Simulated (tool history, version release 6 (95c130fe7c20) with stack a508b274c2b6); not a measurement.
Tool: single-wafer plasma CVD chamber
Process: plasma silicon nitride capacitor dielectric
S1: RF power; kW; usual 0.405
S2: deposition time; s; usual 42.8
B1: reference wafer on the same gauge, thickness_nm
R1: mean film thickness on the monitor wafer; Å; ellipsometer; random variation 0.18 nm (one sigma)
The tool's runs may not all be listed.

run,hour,S1,S2,B1,R1
1,0.0,0.405,42.8,56.521,564.11
2,107.4,0.405,42.8,56.473,562.70
3,199.8,0.405,42.8,56.523,565.46
4,266.7,0.465,37.7,56.542,527.09
5,308.1,0.405,48.6,56.534,639.80
6,368.6,0.405,48.6,56.525,639.98
# hour 414.4: showerhead replaced
7,437.5,0.405,48.6,56.507,639.57
# hour 495.7: RF generator calibrated
8,536.1,0.405,42.8,56.465,580.56

Run 9 comes next. What will it give?
9,581.9,0.405,42.8,?,?

Run 9 gave B1 56.479, R1 580.65 Å.
Without the tool's hidden state the same run would have given R1 582.68 Å.
